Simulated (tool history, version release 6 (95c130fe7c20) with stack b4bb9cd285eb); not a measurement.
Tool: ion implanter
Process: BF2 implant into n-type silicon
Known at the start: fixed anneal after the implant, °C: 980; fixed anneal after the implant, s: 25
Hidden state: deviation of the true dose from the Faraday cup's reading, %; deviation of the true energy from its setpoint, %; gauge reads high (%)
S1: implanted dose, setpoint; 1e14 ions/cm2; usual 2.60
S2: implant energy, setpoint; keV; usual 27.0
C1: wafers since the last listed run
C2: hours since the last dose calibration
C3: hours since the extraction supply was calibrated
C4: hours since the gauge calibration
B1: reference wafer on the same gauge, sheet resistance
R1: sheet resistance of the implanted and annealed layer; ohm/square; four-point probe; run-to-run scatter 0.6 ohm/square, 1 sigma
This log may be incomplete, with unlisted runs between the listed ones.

{"run": 1, "hour": 0.0, "S1": 2.6, "S2": 27.0, "C1": 0, "C2": 1216.7, "C3": 3059.4, "C4": 265.0, "B1": 371.06, "R1": 382.72}
{"run": 2, "hour": 27.3, "S1": 2.6, "S2": 27.0, "C1": 606, "C2": 1244.0, "C3": 3086.7, "C4": 292.3, "B1": 371.07, "R1": 382.31}
{"run": 3, "hour": 42.5, "S1": 2.38, "S2": 32.5, "C1": 337, "C2": 1259.2, "C3": 3101.9, "C4": 307.5, "B1": 371.05, "R1": 408.7}
{"run": 4, "hour": 58.5, "S1": 2.6, "S2": 27.0, "C1": 355, "C2": 1275.2, "C3": 3117.9, "C4": 323.5, "B1": 371.01, "R1": 382.04}
{"run": 5, "hour": 83.9, "S1": 2.6, "S2": 27.0, "C1": 564, "C2": 1300.6, "C3": 3143.3, "C4": 348.9, "B1": 370.91, "R1": 381.5}
{"run": 6, "hour": 98.9, "S1": 2.6, "S2": 27.0, "C1": 333, "C2": 1315.6, "C3": 3158.3, "C4": 363.9, "B1": 370.95, "R1": 382.21}
{"run": 7, "hour": 125.2, "S1": 2.6, "S2": 27.0, "C1": 584, "C2": 1341.9, "C3": 3184.6, "C4": 390.2, "B1": 371.04, "R1": 381.48}
{"run": 8, "hour": 156.5, "S1": 2.6, "S2": 27.0, "C1": 695, "C2": 1373.2, "C3": 3215.9, "C4": 421.5, "B1": 370.83, "R1": 381.87}
{"run": 9, "hour": 174.2, "S1": 2.6, "S2": 27.0, "C1": 393, "C2": 1390.9, "C3": 3233.6, "C4": 439.2, "B1": 370.98, "R1": 381.91}
{"run": 10, "hour": 202.6, "S1": 2.6, "S2": 27.0, "C1": 631, "C2": 1419.3, "C3": 3262.0, "C4": 467.6, "B1": 370.95, "R1": 382.55}
{"run": 11, "hour": 217.1, "S1": 2.6, "S2": 33.0, "C1": 322, "C2": 1433.8, "C3": 3276.5, "C4": 482.1, "B1": 371.08, "R1": 377.81}
{"run": 12, "hour": 239.7, "S1": 1.99, "S2": 27.0, "C1": 502, "C2": 1456.4, "C3": 3299.1, "C4": 504.7, "B1": 370.85, "R1": 478.21}
{"run": 13, "hour": 263.6, "S1": 1.99, "S2": 27.0, "C1": 531, "C2": 1480.3, "C3": 3323.0, "C4": 528.6, "B1": 370.84, "R1": 477.61}
{"run": 14, "hour": 287.9, "S1": 2.6, "S2": 27.0, "C1": 540, "C2": 1504.6, "C3": 3347.3, "C4": 552.9, "B1": 370.94, "R1": 382.34}
{"run": 15, "hour": 322.9, "S1": 2.6, "S2": 27.0, "C1": 778, "C2": 1539.6, "C3": 3382.3, "C4": 587.9, "B1": 370.89, "R1": 381.17}
{"hour": 336.1, "done": "extraction supply calibrated"}
{"run": 16, "hour": 351.2, "S1": 2.22, "S2": 21.0, "C1": 451, "C2": 1567.9, "C3": 15.1, "C4": 616.2, "B1": 370.93, "R1": 442.33}
{"run": 17, "hour": 370.0, "S1": 2.02, "S2": 27.0, "C1": 417, "C2": 1586.7, "C3": 33.9, "C4": 635.0, "B1": 371.12, "R1": 470.33}
{"hour": 393.3, "done": "Faraday cup replaced and dose calibrated"}
{"run": 18, "hour": 395.8, "S1": 2.6, "S2": 27.0, "C1": 395, "C2": 2.5, "C3": 59.7, "C4": 660.8, "B1": 371.07, "R1": 397.85}
{"run": 19, "hour": 416.2, "S1": 2.6, "S2": 36.0, "C1": 453, "C2": 22.9, "C3": 80.1, "C4": 681.2, "B1": 370.89, "R1": 392.37}
{"run": 20, "hour": 449.6, "S1": 2.6, "S2": 27.0, "C1": 742, "C2": 56.3, "C3": 113.5, "C4": 714.6, "B1": 370.86, "R1": 397.27}
{"run": 21, "hour": 465.3, "S1": 2.03, "S2": 27.0, "C1": 349, "C2": 72.0, "C3": 129.2, "C4": 730.3, "B1": 371.1, "R1": 487.46}
{"hour": 471.7, "done": "gauge calibrated"}
{"run": 22, "hour": 497.5, "S1": 2.22, "S2": 21.0, "C1": 715, "C2": 104.2, "C3": 161.4, "C4": 25.8, "B1": 370.97, "R1": 459.05}
{"run": 23, "hour": 513.4, "S1": 2.6, "S2": 27.0, "C1": 353, "C2": 120.1, "C3": 177.3, "C4": 41.7, "B1": 370.95, "R1": 394.55}
{"run": 24, "hour": 532.3, "S1": 1.87, "S2": 31.0, "C1": 420, "C2": 139.0, "C3": 196.2, "C4": 60.6, "B1": 370.87, "R1": 514.02}
{"run": 25, "hour": 553.1, "S1": 3.03, "S2": 33.5, "C1": 462, "C2": 159.8, "C3": 217.0, "C4": 81.4, "B1": 371.1, "R1": 342.75}
{"run": 26, "hour": 578.3, "S1": 2.94, "S2": 36.5, "C1": 560, "C2": 185.0, "C3": 242.2, "C4": 106.6, "B1": 371.09, "R1": 350.18}
{"run": 27, "hour": 612.5, "S1": 2.22, "S2": 24.5, "C1": 760, "C2": 219.2, "C3": 276.4, "C4": 140.8, "B1": 371.09, "R1": 452.0}
{"run": 28, "hour": 642.0, "S1": 3.28, "S2": 30.0, "C1": 655, "C2": 248.7, "C3": 305.9, "C4": 170.3, "B1": 371.18, "R1": 321.18}
{"run": 29, "hour": 660.1, "S1": 2.26, "S2": 24.0, "C1": 402, "C2": 266.8, "C3": 324.0, "C4": 188.4, "B1": 370.88, "R1": 444.49}
{"run": 30, "hour": 695.7, "S1": 2.6, "S2": 33.5, "C1": 791, "C2": 302.4, "C3": 359.6, "C4": 224.0, "B1": 370.92, "R1": 388.59}

Some steps in R1, run to run, broken into two amounts with sign: the step expected even without the hidden condition (settings, incoming material, random variation), and the rest, left for the hidden condition together with whatever gauge scatter is not in both the measured and the hidden-condition-free result:
Run 11 -> 12: S1 2.60 -> 1.99, S2 33.0 -> 27.0. R1 +100.40 ohm/square: hidden state -3.99, all else +104.39.
Run 13 -> 14: S1 1.99 -> 2.60. R1 -95.27 ohm/square: hidden state +3.78, all else -99.05.
Run 17 -> 18: S1 2.02 -> 2.60, Faraday cup replaced and dose calibrated. R1 -72.48 ohm/square: hidden state +19.98, all else -92.46.
Run 24 -> 25: S1 1.87 -> 3.03, S2 31.0 -> 33.5. R1 -171.27 ohm/square: hidden state +0.49, all else -171.76.
Run 27 -> 28: S1 2.22 -> 3.28, S2 24.5 -> 30.0. R1 -130.82 ohm/square: hidden state +0.81, all else -131.63.
Run 28 -> 29: S1 3.28 -> 2.26, S2 30.0 -> 24.0. R1 +123.31 ohm/square: hidden state -1.58, all else +124.89.
